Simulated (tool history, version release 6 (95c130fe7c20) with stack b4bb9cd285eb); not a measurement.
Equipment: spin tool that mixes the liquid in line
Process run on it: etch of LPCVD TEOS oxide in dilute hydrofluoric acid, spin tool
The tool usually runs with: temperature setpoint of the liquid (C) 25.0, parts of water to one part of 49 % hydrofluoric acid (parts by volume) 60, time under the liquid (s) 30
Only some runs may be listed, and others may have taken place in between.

| run | hour | temperature setpoint of the liquid (C) | parts of water to one part of 49 % hydrofluoric acid (parts by volume) | time under the liquid (s) | read-back film thickness of the LPCVD TEOS oxide reference wafer, read on the same gauge (nm) | thickness taken off the LPCVD TEOS oxide on a monitor wafer (Å) |
|---|---|---|---|---|---|---|
| 1 | 0.0 | 25.0 | 60 | 15 | 109.98 | 141.3 |
| 2 | 106.8 | 25.0 | 60 | 30 | 109.99 | 284.5 |
| 3 | 167.4 | 25.0 | 60 | 30 | 110.01 | 282.0 |
| 4 | 243.3 | 25.0 | 60 | 30 | 110.00 | 285.3 |
|  | 317.5 | hydrofluoric acid flow meter replaced |
| 5 | 324.6 | 25.0 | 60 | 30 | 110.00 | 266.6 |
| 6 | 369.5 | 25.0 | 60 | 30 | 109.98 | 264.0 |
| 7 | 413.5 | 25.0 | 60 | 30 | 109.97 | 266.6 |
| 8 | 464.2 | 25.0 | 60 | 30 | 109.99 | 262.7 |
|  | 551.4 | thermometer replaced |
| 9 | 571.6 | 25.0 | 60 | 30 | 109.98 | 267.9 |
| 10 | 652.5 | 28.5 | 60 | 30 | 110.00 | 312.3 |
| 11 | 736.0 | 28.5 | 60 | 30 | 110.00 | 309.9 |
| 12 | 931.3 | 25.0 | 60 | 30 | 109.98 | 269.8 |
| 13 | 1025.8 | 28.0 | 75 | 45 | 110.02 | 366.2 |
| 14 | 1117.4 | 23.0 | 60 | 40 | 109.99 | 340.8 |
| 15 | 1208.1 | 25.0 | 60 | 30 | 110.02 | 273.9 |
| 16 | 1294.9 | 20.5 | 30 | 40 | 109.99 | 631.4 |
|  | 1328.5 | gauge calibrated |
| 17 | 1351.1 | 28.5 | 45 | 40 | 110.03 | 590.1 |
| 18 | 1443.6 | 23.0 | 40 | 15 | 110.00 | 197.3 |
| 19 | 1529.1 | 27.5 | 60 | 35 | 110.03 | 358.9 |
| 20 | 1603.5 | 27.5 | 35 | 30 | 110.02 | 539.8 |
| 21 | 1676.2 | 25.0 | 60 | 30 | 110.02 | 284.1 |
| 22 | 1779.1 | 25.0 | 60 | 30 | 110.01 | 280.2 |
| 23 | 1829.4 | 25.0 | 60 | 30 | 109.99 | 280.1 |
| 24 | 1912.3 | 23.5 | 80 | 20 | 109.99 | 129.4 |
|  | 1927.5 | hydrofluoric acid flow meter replaced |
| 25 | 1965.2 | 25.0 | 70 | 50 | 109.98 | 367.3 |
|  | 1997.2 | thermometer replaced |
| 26 | 2011.0 | 25.0 | 45 | 45 | 110.00 | 534.4 |
| 27 | 2062.6 | 25.0 | 60 | 50 | 110.01 | 432.5 |
| 28 | 2144.4 | 28.0 | 40 | 40 | 110.02 | 613.8 |
| 29 | 2245.4 | 23.5 | 70 | 25 | 110.00 | 180.2 |
| 30 | 2332.5 | 25.0 | 60 | 30 | 110.00 | 266.9 |
| 31 | 2404.5 | 27.0 | 90 | 20 | 109.99 | 121.2 |
| 32 | 2459.9 | 29.0 | 60 | 30 | 109.98 | 320.2 |
| 33 | 2511.0 | 25.0 | 60 | 30 | 110.03 | 263.5 |
| 34 | 2554.6 | 22.0 | 60 | 30 | 110.01 | 234.5 |

Branching from run 34: 3 alternative next runs. What would each branch give?
| A | 2555.0 | 25.0 | 60 | 30 | ? | ? |
| B | 2555.0 | 25.0 | 75 | 30 | ? | ? |
| C | 2555.0 | 22.5 | 60 | 15 | ? | ? |

| run | read-back film thickness of the LPCVD TEOS oxide reference wafer, read on the same gauge (nm) | thickness taken off the LPCVD TEOS oxide on a monitor wafer (Å) |
|---|---|---|
| A | 109.99 | 269.8 |
| B | 109.99 | 211.8 |
| C | 109.99 | 121.8 |
The same runs, with their run-to-run variation unchanged, on a tool lacking any hidden condition would have given:
| run | thickness taken off the LPCVD TEOS oxide on a monitor wafer (Å) |
|---|---|
| A | 258.3 |
| B | 202.6 |
| C | 116.6 |
